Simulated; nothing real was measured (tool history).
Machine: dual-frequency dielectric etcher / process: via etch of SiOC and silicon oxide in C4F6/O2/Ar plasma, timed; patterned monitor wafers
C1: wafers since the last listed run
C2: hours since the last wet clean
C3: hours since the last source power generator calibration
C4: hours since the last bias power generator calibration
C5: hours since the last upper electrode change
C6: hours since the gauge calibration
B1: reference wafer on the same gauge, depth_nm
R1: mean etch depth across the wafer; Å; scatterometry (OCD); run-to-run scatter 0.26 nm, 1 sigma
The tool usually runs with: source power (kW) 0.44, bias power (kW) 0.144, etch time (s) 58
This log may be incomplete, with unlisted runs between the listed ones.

Run 1, hour 0: usual settings but bias power (kW) 0.163; C1 0; C2 378.8; C3 1694.4; C4 1567.8; C5 4962.7; C6 35.6; B1 57.1. Result: R1 633 Å.
Run 2, hour 8: usual settings but source power (kW) 0.35; C1 106; C2 386.8; C3 1702.4; C4 1575.8; C5 4970.7; C6 43.6; B1 57.1. Result: R1 537 Å.
Run 3, hour 22.7: usual settings but source power (kW) 0.35; C1 195; C2 401.5; C3 1717.1; C4 1590.5; C5 4985.4; C6 58.3; B1 57.2. Result: R1 538 Å.
Run 4, hour 32.9: usual settings but source power (kW) 0.35; C1 135; C2 411.7; C3 1727.3; C4 1600.7; C5 4995.6; C6 68.5; B1 57.1. Result: R1 537 Å.
At hour 73: wet clean of the chamber.
Run 5, hour 73.5: usual settings but bias power (kW) 0.126; C1 221; C2 0.5; C3 1767.9; C4 1641.3; C5 5036.2; C6 109.1; B1 57. Result: R1 613 Å.
Run 6, hour 73.8: usual settings but bias power (kW) 0.126; C1 3; C2 0.8; C3 1768.2; C4 1641.6; C5 5036.5; C6 109.4; B1 57.1. Result: R1 620 Å.
Run 7, hour 74.2: usual settings but bias power (kW) 0.126; C1 5; C2 1.2; C3 1768.6; C4 1642; C5 5036.9; C6 109.8; B1 57.1. Result: R1 614 Å.
Run 8, hour 79.3: usual settings but source power (kW) 0.54, bias power (kW) 0.168, etch time (s) 40.5; C1 67; C2 6.3; C3 1773.7; C4 1647.1; C5 5042; C6 114.9; B1 57.2. Result: R1 522 Å.
At hour 94.2: gauge calibrated.
At hour 104.4: bias power generator calibrated.
At hour 108.5: source power generator calibrated.
At hour 114.8: upper electrode replaced.
Run 9, hour 115.3: usual settings; C1 289; C2 42.3; C3 6.8; C4 10.9; C5 0.5; C6 21.1; B1 57. Result: R1 640 Å.
Run 10, hour 115.6: usual settings but source power (kW) 0.39; C1 3; C2 42.6; C3 7.1; C4 11.2; C5 0.8; C6 21.4; B1 57.1. Result: R1 600 Å.
Run 11, hour 116: usual settings; C1 5; C2 43; C3 7.5; C4 11.6; C5 1.2; C6 21.8; B1 57.1. Result: R1 641 Å.
Run 12, hour 120.5: usual settings but source power (kW) 0.4; C1 59; C2 47.5; C3 12; C4 16.1; C5 5.7; C6 26.3; B1 57.1. Result: R1 606 Å.
Run 13, hour 128.5: usual settings; C1 106; C2 55.5; C3 20; C4 24.1; C5 13.7; C6 34.3; B1 57. Result: R1 640 Å.
Run 14, hour 139.5: usual settings but bias power (kW) 0.119, etch time (s) 64; C1 146; C2 66.5; C3 31; C4 35.1; C5 24.7; C6 45.3; B1 57.1. Result: R1 659 Å.
Run 15, hour 153.9: usual settings but etch time (s) 41.5; C1 191; C2 80.9; C3 45.4; C4 49.5; C5 39.1; C6 59.7; B1 57.1. Result: R1 458 Å.

3 ways to go on from here, each from the tool as it stands after run 15. What would each give?
Run A, hour 154.3: usual settings but bias power (kW) 0.118; C1 5; C2 81.3; C3 45.8; C4 49.9; C5 39.5; C6 60.1; B1 ?. Result: R1 ?.
Run B, hour 154.3: usual settings but source power (kW) 0.5; C1 5; C2 81.3; C3 45.8; C4 49.9; C5 39.5; C6 60.1; B1 ?. Result: R1 ?.
Run C, hour 154.3: usual settings but source power (kW) 0.51, bias power (kW) 0.158; C1 5; C2 81.3; C3 45.8; C4 49.9; C5 39.5; C6 60.1; B1 ?. Result: R1 ?.

run    B1   R1
  A  57.1  599
  B  57.1  683
  C  57.1  711
What these runs would have given with no unlogged condition in the tool:
run   R1
  A  600
  B  684
  C  713

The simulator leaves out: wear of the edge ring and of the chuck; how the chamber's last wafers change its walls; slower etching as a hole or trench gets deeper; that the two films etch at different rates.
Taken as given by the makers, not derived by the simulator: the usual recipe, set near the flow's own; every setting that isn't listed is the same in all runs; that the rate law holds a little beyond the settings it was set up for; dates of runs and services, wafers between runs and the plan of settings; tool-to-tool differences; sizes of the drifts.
